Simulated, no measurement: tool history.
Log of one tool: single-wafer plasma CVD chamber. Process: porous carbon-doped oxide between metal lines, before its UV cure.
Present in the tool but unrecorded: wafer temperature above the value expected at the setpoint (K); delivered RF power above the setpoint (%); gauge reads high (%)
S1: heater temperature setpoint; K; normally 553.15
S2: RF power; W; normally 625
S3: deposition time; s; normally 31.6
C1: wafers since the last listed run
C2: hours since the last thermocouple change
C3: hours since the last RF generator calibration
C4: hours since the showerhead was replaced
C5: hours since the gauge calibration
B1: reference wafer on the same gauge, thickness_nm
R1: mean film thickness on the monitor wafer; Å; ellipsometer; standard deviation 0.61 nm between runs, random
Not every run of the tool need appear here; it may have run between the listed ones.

{"run": 1, "day": 0.0, "S1": 548.15, "S2": 625, "S3": 31.6, "C1": 0, "C2": 1474.9, "C3": 830.9, "C4": 3068.1, "C5": 345.7, "B1": 262.921, "R1": 2231.82}
{"run": 2, "day": 1.338, "S1": 548.15, "S2": 625, "S3": 31.6, "C1": 684, "C2": 1507, "C3": 863, "C4": 3100.2, "C5": 377.8, "B1": 263.147, "R1": 2229.17}
{"run": 3, "day": 3.762, "S1": 553.15, "S2": 625, "S3": 29.4, "C1": 1240, "C2": 1565.2, "C3": 921.2, "C4": 3158.4, "C5": 436, "B1": 262.803, "R1": 1995.35}
{"run": 4, "day": 6.304, "S1": 553.15, "S2": 625, "S3": 29.4, "C1": 1300, "C2": 1626.2, "C3": 982.2, "C4": 3219.4, "C5": 497, "B1": 263.041, "R1": 1988.33}
{"run": 5, "day": 7.704, "S1": 553.15, "S2": 675, "S3": 31.6, "C1": 716, "C2": 1659.8, "C3": 1015.8, "C4": 3253, "C5": 530.6, "B1": 262.91, "R1": 2248.56}
{"run": 6, "day": 10.308, "S1": 553.15, "S2": 625, "S3": 33.5, "C1": 1332, "C2": 1722.3, "C3": 1078.3, "C4": 3315.5, "C5": 593.1, "B1": 262.848, "R1": 2246.53}
{"run": 7, "day": 12.462, "S1": 553.15, "S2": 625, "S3": 33.5, "C1": 1101, "C2": 1774, "C3": 1130, "C4": 3367.2, "C5": 644.8, "B1": 263.19, "R1": 2244.74}
{"run": 8, "day": 14.467, "S1": 553.15, "S2": 625, "S3": 31.6, "C1": 1025, "C2": 1822.1, "C3": 1178.1, "C4": 3415.3, "C5": 692.9, "B1": 263.02, "R1": 2112.92}
{"run": 9, "day": 16.488, "S1": 553.15, "S2": 625, "S3": 31.6, "C1": 1033, "C2": 1870.6, "C3": 1226.6, "C4": 3463.8, "C5": 741.4, "B1": 262.635, "R1": 2115.19}
{"run": 10, "day": 19.104, "S1": 553.15, "S2": 625, "S3": 31.6, "C1": 1338, "C2": 1933.4, "C3": 1289.4, "C4": 3526.6, "C5": 804.2, "B1": 262.903, "R1": 2103.94}
{"day": 19.904, "done": "showerhead replaced"}
{"day": 20.125, "done": "RF generator calibrated"}
{"run": 11, "day": 20.312, "S1": 563.15, "S2": 625, "S3": 31.6, "C1": 334, "C2": 1962.4, "C3": 4.5, "C4": 9.8, "C5": 833.2, "B1": 262.88, "R1": 2010.57}
{"run": 12, "day": 21.388, "S1": 553.15, "S2": 625, "S3": 31.6, "C1": 549, "C2": 1988.2, "C3": 30.3, "C4": 35.6, "C5": 859, "B1": 263.035, "R1": 2149.24}
{"run": 13, "day": 23.867, "S1": 553.15, "S2": 625, "S3": 31.6, "C1": 1268, "C2": 2047.7, "C3": 89.8, "C4": 95.1, "C5": 918.5, "B1": 262.753, "R1": 2150.24}
{"day": 24.392, "done": "thermocouple changed; heater temperature recalibrated"}
{"run": 14, "day": 25.225, "S1": 553.15, "S2": 625, "S3": 31.6, "C1": 524, "C2": 20, "C3": 122.4, "C4": 127.7, "C5": 951.1, "B1": 263.364, "R1": 2223.86}
{"run": 15, "day": 26.5, "S1": 553.15, "S2": 625, "S3": 29.4, "C1": 652, "C2": 50.6, "C3": 153, "C4": 158.3, "C5": 981.7, "B1": 262.72, "R1": 2076.6}
{"run": 16, "day": 28.317, "S1": 544.15, "S2": 565, "S3": 33.2, "C1": 929, "C2": 94.2, "C3": 196.6, "C4": 201.9, "C5": 1025.3, "B1": 262.973, "R1": 2315.98}

Expected results for the next run?
{"run": 17, "day": 30.225, "S1": 565.15, "S2": 625, "S3": 28.1, "C1": 976, "C2": 140, "C3": 242.4, "C4": 247.7, "C5": 1071.1, "B1": "?", "R1": "?"}

{"run 17": {"B1": 263.013, "R1": 1830.48}}
If the tool had no hidden condition, the same run with the same run-to-run variation would have returned R1 1836.51 Å.

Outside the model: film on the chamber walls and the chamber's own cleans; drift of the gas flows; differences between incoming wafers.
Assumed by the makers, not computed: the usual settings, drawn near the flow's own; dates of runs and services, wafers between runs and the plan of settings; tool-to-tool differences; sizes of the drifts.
